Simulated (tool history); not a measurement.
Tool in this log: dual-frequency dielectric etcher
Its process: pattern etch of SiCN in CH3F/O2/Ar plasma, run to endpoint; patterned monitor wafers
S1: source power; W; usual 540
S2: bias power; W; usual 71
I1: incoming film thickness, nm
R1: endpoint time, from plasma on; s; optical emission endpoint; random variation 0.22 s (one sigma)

Run 1, hour 0.0: usual settings but S2 85 W; I1 11.49. Result: R1 24.3 s.
Run 2, hour 22.7: usual settings but S2 85 W; I1 11.38. Result: R1 24.2 s.
Run 3, hour 36.7: usual settings; I1 11.32. Result: R1 25.1 s.
Run 4, hour 56.9: usual settings; I1 11.39. Result: R1 25.5 s.
Run 5, hour 69.5: usual settings; I1 11.28. Result: R1 25.4 s.
Run 6, hour 102.9: usual settings; I1 11.26. Result: R1 25.9 s.
Run 7, hour 136.0: usual settings; I1 11.28. Result: R1 25.9 s.
Run 8, hour 167.2: usual settings; I1 11.33. Result: R1 26.0 s.
At hour 199.5: bias power generator calibrated.
Run 9, hour 200.0: usual settings; I1 11.28. Result: R1 26.3 s.
Run 10, hour 212.2: usual settings but S2 67 W; I1 11.34. Result: R1 26.9 s.
Run 11, hour 242.9: usual settings but S2 67 W; I1 11.36. Result: R1 27.3 s.
Run 12, hour 259.2: usual settings but S1 620 W, S2 88 W; I1 11.30. Result: R1 23.5 s.
At hour 303.9: wet clean of the chamber.
Run 13, hour 304.4: usual settings but S1 470 W, S2 66 W; I1 11.21. Result: R1 26.2 s.
Run 14, hour 304.7: usual settings; I1 11.33. Result: R1 24.9 s.
At hour 328.9: upper electrode replaced.
Run 15, hour 329.4: usual settings but S1 430 W, S2 64 W; I1 11.35. Result: R1 27.5 s.
At hour 349.4: source power generator calibrated.
Run 16, hour 349.9: usual settings; I1 11.24. Result: R1 24.5 s.
Run 17, hour 379.5: usual settings but S1 650 W, S2 78 W; I1 11.36. Result: R1 23.5 s.
Run 18, hour 415.5: usual settings but S1 430 W, S2 81 W; I1 11.23. Result: R1 25.9 s.
Run 19, hour 436.8: usual settings but S2 67 W; I1 11.24. Result: R1 25.9 s.
Run 20, hour 465.7: usual settings but S1 430 W, S2 82 W; I1 11.26. Result: R1 25.6 s.
Run 21, hour 479.0: usual settings; I1 11.28. Result: R1 25.6 s.
Run 22, hour 510.7: usual settings but S1 440 W, S2 87 W; I1 11.38. Result: R1 25.5 s.
Run 23, hour 524.2: usual settings; I1 11.35. Result: R1 26.1 s.

4 options for the next run, each taken on its own from the tool as it stands now. Forecast them:
Run A, hour 524.6: usual settings but S1 450 W; I1 11.26. Result: R1 ?.
Run B, hour 524.6: usual settings but S1 590 W; I1 11.26. Result: R1 ?.
Run C, hour 524.6: usual settings but S1 400 W, S2 81 W; I1 11.26. Result: R1 ?.
Run D, hour 524.6: usual settings but S1 600 W, S2 77 W; I1 11.26. Result: R1 ?.

run    R1
  A  27.3
  B  25.3
  C  26.8
  D  24.5
With the hidden condition removed and each run's random variation left untouched, the same runs would have given:
run    R1
  A  26.4
  B  24.5
  C  25.9
  D  23.7
